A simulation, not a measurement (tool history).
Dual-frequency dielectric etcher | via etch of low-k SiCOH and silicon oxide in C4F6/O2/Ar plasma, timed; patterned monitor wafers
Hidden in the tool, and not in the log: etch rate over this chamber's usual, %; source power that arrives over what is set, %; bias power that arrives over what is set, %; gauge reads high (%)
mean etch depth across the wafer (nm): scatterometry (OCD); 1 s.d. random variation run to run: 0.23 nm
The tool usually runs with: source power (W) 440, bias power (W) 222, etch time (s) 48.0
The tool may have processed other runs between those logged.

run     day  source power (W)  bias power (W)  etch time (s)  wafers since the last listed run  hours since the last wet clean  hours since the last source power generator calibration  hours since the last bias power generator calibration  hours since the last upper electrode change  hours since the gauge calibration  read-back reference wafer on the same gauge, depth_nm  mean etch depth across the wafer (nm)
  1   0.000               440             222           48.0                                 0                           524.4                                                   2605.3                                                 3663.3                                       4709.5                              638.2                                                  146.0                                  132.9
      1.738  -- wet clean of the chamber
  2   1.758               440             222           48.0                               191                             0.5                                                   2647.5                                                 3705.5                                       4751.7                              680.4                                                  145.9                                  132.9
  3   3.921               440             222           48.0                               546                            52.4                                                   2699.4                                                 3757.4                                       4803.6                              732.3                                                  146.0                                  133.2
  4   9.721               440             222           48.0                              1465                           191.6                                                   2838.6                                                 3896.6                                       4942.8                              871.5                                                  146.0                                  133.4
  5  12.696               440             222           48.0                               751                           263.0                                                   2910.0                                                 3968.0                                       5014.2                              942.9                                                  146.0                                  133.7
  6  14.275               440             188           48.0                               398                           300.9                                                   2947.9                                                 4005.9                                       5052.1                              980.8                                                  145.9                                  125.8
  7  15.333               440             188           48.0                               267                           326.3                                                   2973.3                                                 4031.3                                       5077.5                             1006.2                                                  146.1                                  125.9
  8  16.579               440             222           38.5                               314                           356.2                                                   3003.2                                                 4061.2                                       5107.4                             1036.1                                                  146.0                                  107.1
  9  18.488               440             222           38.5                               482                           402.0                                                   3049.0                                                 4107.0                                       5153.2                             1081.9                                                  146.0                                  107.1
 10  19.933               440             222           38.5                               365                           436.7                                                   3083.7                                                 4141.7                                       5187.9                             1116.6                                                  146.0                                  107.5
     21.508  -- wet clean of the chamber
 11  22.925               410             222           48.0                               503                            34.0                                                   3155.5                                                 4213.5                                       5259.7                             1188.4                                                  145.9                                  130.2
 12  25.504               410             222           48.0                               651                            95.9                                                   3217.4                                                 4275.4                                       5321.6                             1250.3                                                  146.0                                  130.7
     27.238  -- upper electrode replaced
 13  27.721               440             222           48.0                               307                           149.1                                                   3270.6                                                 4328.6                                         11.6                             1303.5                                                  146.0                                  134.2
 14  29.862               400             178           37.0                               541                           200.5                                                   3322.0                                                 4380.0                                         63.0                             1354.9                                                  146.0                                   91.8
     31.567  -- bias power generator calibrated
 15  31.588               340             222           48.0                               393                           241.9                                                   3363.4                                                    0.5                                        104.4                             1396.3                                                  146.0                                  119.2
 16  33.617               440             222           48.0                               512                           290.6                                                   3412.1                                                   49.2                                        153.1                             1445.0                                                  146.0                                  131.4
 17  35.625               480             172           37.5                               507                           338.8                                                   3460.3                                                   97.4                                        201.3                             1493.2                                                  145.9                                   96.6
 18  38.404               440             222           48.0                               702                           405.5                                                   3527.0                                                  164.1                                        268.0                             1559.9                                                  146.0                                  131.6
 19  39.579               440             222           48.0                               296                           433.7                                                   3555.2                                                  192.3                                        296.2                             1588.1                                                  146.1                                  131.4
 20  42.246               440             222           41.5                               673                           497.7                                                   3619.2                                                  256.3                                        360.2                             1652.1                                                  146.0                                  113.8
 21  44.017               340             169           48.0                               447                           540.2                                                   3661.7                                                  298.8                                        402.7                             1694.6                                                  146.0                                  108.3
     45.196  -- source power generator calibrated
     45.354  -- wet clean of the chamber
 22  45.767               440             222           48.0                               360                             9.9                                                     13.7                                                  340.8                                        444.7                             1736.6                                                  145.9                                  129.6
     45.996  -- gauge calibrated
 23  48.442               440             171           55.5                               675                            74.1                                                     77.9                                                  405.0                                        508.9                               58.7                                                  146.0                                  136.7
 24  50.367               440             222           48.0                               486                           120.3                                                    124.1                                                  451.2                                        555.1                              104.9                                                  146.1                                  129.7
 25  52.079               520             168           35.0                               432                           161.4                                                    165.2                                                  492.3                                        596.2                              146.0                                                  146.0                                   91.3
 26  53.925               440             207           52.5                               466                           205.7                                                    209.5                                                  536.6                                        640.5                              190.3                                                  146.0                                  138.7
 27  56.296               510             178           56.5                               598                           262.6                                                    266.4                                                  593.5                                        697.4                              247.2                                                  146.1                                  148.8
 28  58.588               410             277           42.0                               578                           317.6                                                    321.4                                                  648.5                                        752.4                              302.2                                                  146.0                                  120.2
 29  59.817               390             243           61.5                               310                           347.1                                                    350.9                                                  678.0                                        781.9                              331.7                                                  146.0                                  164.3

Subtracting, for every run, the result it would have given without the tool's unlogged condition from the measured result gives the following. The same run-to-run variation enters both numbers; the gauge's scatter may not:
run  mean etch depth across the wafer (nm)
  1                                   +3.1
  2                                   +3.2
  3                                   +3.2
  4                                   +3.4
  5                                   +3.5
  6                                   +3.4
  7                                   +3.5
  8                                   +3.0
  9                                   +3.1
 10                                   +3.2
 11                                   +3.9
 12                                   +4.0
 13                                   +4.2
 14                                   +2.9
 15                                   +1.3
 16                                   +1.6
 17                                   +1.2
 18                                   +1.6
 19                                   +1.6
 20                                   +1.5
 21                                   +1.4
 22                                   -0.2
 23                                   -0.1
 24                                   -0.1
 25                                   +0.0
 26                                   -0.1
 27                                   +0.0
 28                                   +0.0
 29                                   +0.0

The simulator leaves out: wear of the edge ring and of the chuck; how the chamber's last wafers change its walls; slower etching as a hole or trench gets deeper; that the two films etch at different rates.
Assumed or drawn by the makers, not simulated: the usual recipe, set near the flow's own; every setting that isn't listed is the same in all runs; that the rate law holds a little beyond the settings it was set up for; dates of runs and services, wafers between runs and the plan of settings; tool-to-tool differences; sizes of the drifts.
